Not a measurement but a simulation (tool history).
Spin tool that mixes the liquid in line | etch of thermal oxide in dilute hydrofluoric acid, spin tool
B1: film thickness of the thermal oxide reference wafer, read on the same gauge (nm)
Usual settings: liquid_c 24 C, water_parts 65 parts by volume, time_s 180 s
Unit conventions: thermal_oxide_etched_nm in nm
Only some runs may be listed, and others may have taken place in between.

{"run": 1, "hour": 0.0, "liquid_c": 24, "water_parts": 65, "time_s": 180, "B1": 99.98, "thermal_oxide_etched_nm": 15.34}
{"run": 2, "hour": 73.2, "liquid_c": 24, "water_parts": 65, "time_s": 180, "B1": 100, "thermal_oxide_etched_nm": 15.51}
{"run": 3, "hour": 125.3, "liquid_c": 24, "water_parts": 65, "time_s": 180, "B1": 100.02, "thermal_oxide_etched_nm": 15.47}
{"hour": 196.1, "done": "hydrofluoric acid flow meter replaced"}
{"run": 4, "hour": 207.5, "liquid_c": 24, "water_parts": 80, "time_s": 130, "B1": 100.01, "thermal_oxide_etched_nm": 8.46}
{"run": 5, "hour": 428.8, "liquid_c": 24, "water_parts": 65, "time_s": 180, "B1": 100.01, "thermal_oxide_etched_nm": 15.21}
{"run": 6, "hour": 507.1, "liquid_c": 24, "water_parts": 65, "time_s": 180, "B1": 100.01, "thermal_oxide_etched_nm": 15.2}
{"run": 7, "hour": 580.3, "liquid_c": 26.5, "water_parts": 65, "time_s": 220, "B1": 100.01, "thermal_oxide_etched_nm": 21.17}
{"run": 8, "hour": 660.3, "liquid_c": 24, "water_parts": 65, "time_s": 180, "B1": 99.98, "thermal_oxide_etched_nm": 15.66}
{"hour": 724.6, "done": "gauge calibrated"}
{"run": 9, "hour": 742.0, "liquid_c": 24, "water_parts": 65, "time_s": 180, "B1": 99.99, "thermal_oxide_etched_nm": 15.75}
{"run": 10, "hour": 798.1, "liquid_c": 22.5, "water_parts": 65, "time_s": 180, "B1": 100.02, "thermal_oxide_etched_nm": 14.96}
{"run": 11, "hour": 839.5, "liquid_c": 22.5, "water_parts": 65, "time_s": 180, "B1": 100, "thermal_oxide_etched_nm": 15.3}
{"hour": 844.1, "done": "thermometer replaced"}
{"run": 12, "hour": 879.1, "liquid_c": 24, "water_parts": 65, "time_s": 180, "B1": 99.98, "thermal_oxide_etched_nm": 16.09}
{"hour": 885.7, "done": "hydrofluoric acid flow meter replaced"}
{"run": 13, "hour": 945.9, "liquid_c": 22.5, "water_parts": 95, "time_s": 215, "B1": 99.99, "thermal_oxide_etched_nm": 10.79}
{"run": 14, "hour": 987.0, "liquid_c": 20.5, "water_parts": 45, "time_s": 75, "B1": 99.99, "thermal_oxide_etched_nm": 7.78}
{"run": 15, "hour": 1026.6, "liquid_c": 28.5, "water_parts": 65, "time_s": 220, "B1": 100, "thermal_oxide_etched_nm": 21.18}
{"run": 16, "hour": 1093.3, "liquid_c": 27.5, "water_parts": 50, "time_s": 270, "B1": 99.99, "thermal_oxide_etched_nm": 34.14}
{"run": 17, "hour": 1170.9, "liquid_c": 26.5, "water_parts": 75, "time_s": 80, "B1": 99.98, "thermal_oxide_etched_nm": 6.3}
{"run": 18, "hour": 1255.8, "liquid_c": 22.5, "water_parts": 95, "time_s": 180, "B1": 100, "thermal_oxide_etched_nm": 9.41}
{"run": 19, "hour": 1356.2, "liquid_c": 22.5, "water_parts": 65, "time_s": 230, "B1": 99.99, "thermal_oxide_etched_nm": 18.44}
{"run": 20, "hour": 1449.5, "liquid_c": 28.5, "water_parts": 45, "time_s": 180, "B1": 100, "thermal_oxide_etched_nm": 27.88}

Branching from run 20: 4 alternative next runs. What would each branch give?
{"run": "A", "hour": 1450.0, "liquid_c": 24, "water_parts": 65, "time_s": 210, "B1": "?", "thermal_oxide_etched_nm": "?"}
{"run": "B", "hour": 1450.0, "liquid_c": 24, "water_parts": 65, "time_s": 115, "B1": "?", "thermal_oxide_etched_nm": "?"}
{"run": "C", "hour": 1450.0, "liquid_c": 24, "water_parts": 80, "time_s": 180, "B1": "?", "thermal_oxide_etched_nm": "?"}
{"run": "D", "hour": 1450.0, "liquid_c": 24, "water_parts": 50, "time_s": 180, "B1": "?", "thermal_oxide_etched_nm": "?"}

run=A B1=100.02 thermal_oxide_etched_nm=18.38
run=B B1=100.02 thermal_oxide_etched_nm=10.07
run=C B1=100.02 thermal_oxide_etched_nm=12.57
run=D B1=100.02 thermal_oxide_etched_nm=20.86
The same runs, with their run-to-run variation unchanged, on a tool lacking any hidden condition would have given:
run=A thermal_oxide_etched_nm=16.82
run=B thermal_oxide_etched_nm=9.21
run=C thermal_oxide_etched_nm=11.49
run=D thermal_oxide_etched_nm=19.12
